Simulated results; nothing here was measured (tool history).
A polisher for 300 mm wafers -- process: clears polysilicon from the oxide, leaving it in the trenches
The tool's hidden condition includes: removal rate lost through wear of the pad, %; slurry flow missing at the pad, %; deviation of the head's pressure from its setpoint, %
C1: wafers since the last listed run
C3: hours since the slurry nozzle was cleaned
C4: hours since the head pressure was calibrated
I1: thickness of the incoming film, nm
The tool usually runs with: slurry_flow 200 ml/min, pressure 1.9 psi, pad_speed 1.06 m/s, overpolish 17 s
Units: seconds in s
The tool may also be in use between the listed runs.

Run 1, hour 0.0: usual settings; C1 0; wafers polished on this pad 54; C3 379.3; C4 426.7; I1 431.6. Result: seconds 38.6 s.
Run 2, hour 17.2: usual settings; C1 246; wafers polished on this pad 300; C3 396.5; C4 443.9; I1 422.8. Result: seconds 37.6 s.
Run 3, hour 31.4: usual settings; C1 203; wafers polished on this pad 503; C3 410.7; C4 458.1; I1 424.0. Result: seconds 40.1 s.
Run 4, hour 42.0: usual settings but pad_speed 1.22 m/s; C1 151; wafers polished on this pad 655; C3 421.3; C4 468.7; I1 430.3. Result: seconds 33.7 s.
Run 5, hour 62.9: usual settings but pad_speed 1.22 m/s; C1 298; wafers polished on this pad 954; C3 442.2; C4 489.6; I1 432.2. Result: seconds 35.3 s.
At hour 92.8: worn pad replaced by a new one.
Run 6, hour 103.4: usual settings but pad_speed 1.22 m/s; C1 522; wafers polished on this pad 152; C3 482.7; C4 530.1; I1 434.4. Result: seconds 34.7 s.
Run 7, hour 114.9: usual settings but overpolish 14 s; C1 164; wafers polished on this pad 316; C3 494.2; C4 541.6; I1 430.7. Result: seconds 39.8 s.
Run 8, hour 132.1: usual settings but overpolish 14 s; C1 246; wafers polished on this pad 562; C3 511.4; C4 558.8; I1 432.9. Result: seconds 39.2 s.
Run 9, hour 149.2: usual settings but overpolish 14 s; C1 244; wafers polished on this pad 807; C3 528.5; C4 575.9; I1 437.7. Result: seconds 40.0 s.
Run 10, hour 163.5: usual settings; C1 204; wafers polished on this pad 1011; C3 542.8; C4 590.2; I1 429.5. Result: seconds 38.3 s.
At hour 171.1: slurry nozzle cleaned.
Run 11, hour 171.5: usual settings but pressure 1.5 psi; C1 100; wafers polished on this pad 1111; C3 0.4; C4 598.2; I1 429.2. Result: seconds 48.6 s.
Run 12, hour 187.1: usual settings; C1 223; wafers polished on this pad 1334; C3 16.0; C4 613.8; I1 423.2. Result: seconds 38.9 s.
At hour 207.4: worn pad replaced by a new one.
At hour 208.0: head pressure recalibrated.
Run 13, hour 208.5: usual settings but pad_speed 1.34 m/s, overpolish 8 s; C1 239; wafers polished on this pad 6; C3 37.4; C4 0.5; I1 423.2. Result: seconds 33.0 s.
Run 14, hour 211.6: usual settings but pressure 2.6 psi; C1 44; wafers polished on this pad 50; C3 40.5; C4 3.6; I1 431.2. Result: seconds 28.1 s.
Run 15, hour 228.1: usual settings; C1 236; wafers polished on this pad 286; C3 57.0; C4 20.1; I1 432.5. Result: seconds 39.9 s.
Run 16, hour 241.9: usual settings; C1 197; wafers polished on this pad 484; C3 70.8; C4 33.9; I1 436.1. Result: seconds 38.7 s.
Run 17, hour 259.7: usual settings but pressure 2.5 psi; C1 254; wafers polished on this pad 738; C3 88.6; C4 51.7; I1 430.2. Result: seconds 29.0 s.
Run 18, hour 266.3: usual settings but slurry_flow 130 ml/min, pressure 2.6 psi, pad_speed 1.40 m/s, overpolish 20 s; C1 94; wafers polished on this pad 833; C3 95.2; C4 58.3; I1 425.9. Result: seconds 24.4 s.
Run 19, hour 274.1: usual settings but pressure 2.2 psi; C1 111; wafers polished on this pad 944; C3 103.0; C4 66.1; I1 436.5. Result: seconds 33.9 s.
Run 20, hour 282.5: usual settings but slurry_flow 140 ml/min, pressure 2.5 psi, pad_speed 1.40 m/s; C1 120; wafers polished on this pad 1065; C3 111.4; C4 74.5; I1 432.7. Result: seconds 24.7 s.
Run 21, hour 289.7: usual settings but slurry_flow 220 ml/min, pressure 1.5 psi; C1 102; wafers polished on this pad 1168; C3 118.6; C4 81.7; I1 425.5. Result: seconds 48.6 s.
Run 22, hour 304.2: usual settings but pressure 2.1 psi, pad_speed 0.94 m/s, overpolish 10 s; C1 207; wafers polished on this pad 1375; C3 133.1; C4 96.2; I1 435.8. Result: seconds 39.9 s.

Consider 4 possible next runs. They are alternatives, not a sequence: every one starts from the tool as it was left by run 22. What does each give?
Run A, hour 304.6: usual settings; C1 5; wafers polished on this pad 1380; C3 133.5; C4 96.6; I1 430.5. Result: seconds ?.
Run B, hour 304.6: usual settings but slurry_flow 170 ml/min; C1 5; wafers polished on this pad 1380; C3 133.5; C4 96.6; I1 430.5. Result: seconds ?.
Run C, hour 304.6: usual settings but slurry_flow 265 ml/min; C1 5; wafers polished on this pad 1380; C3 133.5; C4 96.6; I1 430.5. Result: seconds ?.
Run D, hour 304.6: usual settings but slurry_flow 225 ml/min, pad_speed 0.78 m/s, overpolish 20 s; C1 5; wafers polished on this pad 1380; C3 133.5; C4 96.6; I1 430.5. Result: seconds ?.

run  seconds
  A     40.1
  B     41.0
  C     38.9
  D     50.3
The same runs, with their run-to-run variation unchanged, on a tool lacking any hidden condition would have given:
run  seconds
  A     40.1
  B     41.0
  C     38.9
  D     50.3
